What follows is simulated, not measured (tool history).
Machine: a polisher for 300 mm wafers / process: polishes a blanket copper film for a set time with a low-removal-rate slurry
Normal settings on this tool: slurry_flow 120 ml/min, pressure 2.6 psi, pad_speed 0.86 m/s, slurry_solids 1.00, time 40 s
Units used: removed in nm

| run | hour | slurry_flow | pressure | pad_speed | slurry_solids | time | incoming thickness of the incoming film, nm | removed |
|---|---|---|---|---|---|---|---|---|
| 1 | 0.0 | 120 | 2.6 | 0.86 | 1.00 | 40 | 912.8 | 74.0 |
| 2 | 59.8 | 120 | 2.6 | 0.86 | 1.00 | 40 | 928.3 | 72.6 |
| 3 | 86.9 | 120 | 2.6 | 0.86 | 1.00 | 40 | 916.7 | 72.3 |
| 4 | 128.2 | 120 | 2.6 | 0.86 | 1.00 | 40 | 915.3 | 71.2 |
| 5 | 167.9 | 120 | 2.3 | 1.08 | 1.00 | 40 | 934.2 | 75.8 |
| 6 | 201.8 | 120 | 2.3 | 1.08 | 1.00 | 40 | 912.5 | 76.4 |
| 7 | 237.8 | 120 | 2.3 | 1.08 | 1.00 | 40 | 910.7 | 75.3 |
|  | 245.8 | worn pad replaced by a new one |
|  | 250.4 | slurry nozzle cleaned |
| 8 | 275.0 | 120 | 2.6 | 0.92 | 1.00 | 40 | 902.6 | 73.2 |
| 9 | 329.5 | 120 | 2.6 | 0.92 | 1.00 | 40 | 921.6 | 73.1 |
| 10 | 363.1 | 110 | 2.6 | 0.86 | 1.00 | 49 | 926.6 | 83.6 |
|  | 367.9 | head pressure recalibrated |
|  | 372.5 | slurry blender recalibrated |
| 11 | 405.2 | 110 | 2.6 | 0.86 | 1.00 | 49 | 915.2 | 89.3 |
| 12 | 468.3 | 120 | 2.6 | 0.92 | 1.00 | 40 | 919.8 | 75.0 |
| 13 | 502.4 | 120 | 2.6 | 1.08 | 1.25 | 31 | 918.2 | 67.9 |
| 14 | 534.7 | 85 | 2.6 | 1.04 | 0.80 | 29 | 921.9 | 51.3 |
| 15 | 589.1 | 120 | 2.3 | 0.96 | 1.00 | 40 | 907.9 | 69.0 |
|  | 643.5 | worn pad replaced by a new one |
| 16 | 658.3 | 120 | 2.9 | 0.86 | 0.90 | 44 | 902.6 | 83.0 |
| 17 | 700.7 | 120 | 3.1 | 0.86 | 1.00 | 33 | 923.5 | 66.2 |
| 18 | 758.3 | 135 | 2.6 | 0.86 | 0.85 | 48 | 932.2 | 83.0 |
|  | 781.1 | slurry blender recalibrated |
|  | 789.5 | slurry nozzle cleaned |
| 19 | 812.8 | 120 | 2.3 | 1.16 | 1.00 | 27 | 924.1 | 55.1 |
| 20 | 849.5 | 135 | 2.6 | 0.78 | 1.00 | 40 | 921.3 | 68.0 |
| 21 | 896.7 | 120 | 2.2 | 1.10 | 1.20 | 40 | 911.9 | 77.2 |
|  | 929.9 | head pressure recalibrated |
| 22 | 963.8 | 120 | 3.2 | 0.86 | 1.00 | 47 | 919.1 | 100.1 |
| 23 | 1026.3 | 120 | 2.6 | 0.86 | 1.00 | 40 | 919.8 | 72.1 |
| 24 | 1054.9 | 140 | 2.6 | 0.56 | 1.30 | 40 | 919.6 | 59.4 |
|  | 1070.2 | worn pad replaced by a new one |
| 25 | 1102.5 | 120 | 2.6 | 0.86 | 1.00 | 40 | 921.3 | 71.0 |
| 26 | 1130.5 | 120 | 2.6 | 0.86 | 1.00 | 40 | 921.2 | 70.0 |
|  | 1188.0 | slurry blender recalibrated |
| 27 | 1195.1 | 100 | 1.7 | 0.66 | 1.00 | 36 | 920.5 | 37.9 |
| 28 | 1222.8 | 120 | 2.6 | 0.86 | 1.00 | 40 | 926.4 | 71.5 |
| 29 | 1286.9 | 135 | 2.6 | 0.76 | 1.00 | 40 | 905.1 | 67.0 |
| 30 | 1342.3 | 120 | 2.3 | 1.16 | 1.00 | 27 | 923.6 | 53.7 |
|  | 1346.9 | slurry nozzle cleaned |
| 31 | 1411.4 | 120 | 2.6 | 0.86 | 1.15 | 32 | 921.0 | 57.5 |

Run-by-run hidden state of the tool:
removal rate lost through wear of the pad, %: 0 at every run
slurry flow missing at the pad, %: 0 at every run
H1: deviation of the head's pressure from its setpoint, %
H2: abrasive missing from the slurry, %
| run | H1 | H2 |
|---|---|---|
| 1 | -2.11 | 2.15 |
| 2 | -2.86 | 6.4 |
| 3 | -3.13 | 7.75 |
| 4 | -3.48 | 9.33 |
| 5 | -3.74 | 10.4 |
| 6 | -3.93 | 11.1 |
| 7 | -4.09 | 11.7 |
| 8 | -4.23 | 12.1 |
| 9 | -4.4 | 12.6 |
| 10 | -4.47 | 12.8 |
| 11 | -0.891 | 4.23 |
| 12 | -2.16 | 8.16 |
| 13 | -2.69 | 9.59 |
| 14 | -3.11 | 10.6 |
| 15 | -3.67 | 11.9 |
| 16 | -4.19 | 12.9 |
| 17 | -4.42 | 13.3 |
| 18 | -4.66 | 13.6 |
| 19 | -4.83 | 3.06 |
| 20 | -4.92 | 5.6 |
| 21 | -5.02 | 7.95 |
| 22 | -1.04 | 10.1 |
| 23 | -2.32 | 11.3 |
| 24 | -2.78 | 11.7 |
| 25 | -3.41 | 12.1 |
| 26 | -3.71 | 12.3 |
| 27 | -4.25 | 0.854 |
| 28 | -4.43 | 3.26 |
| 29 | -4.76 | 7.18 |
| 30 | -4.97 | 9.28 |
| 31 | -5.15 | 10.9 |

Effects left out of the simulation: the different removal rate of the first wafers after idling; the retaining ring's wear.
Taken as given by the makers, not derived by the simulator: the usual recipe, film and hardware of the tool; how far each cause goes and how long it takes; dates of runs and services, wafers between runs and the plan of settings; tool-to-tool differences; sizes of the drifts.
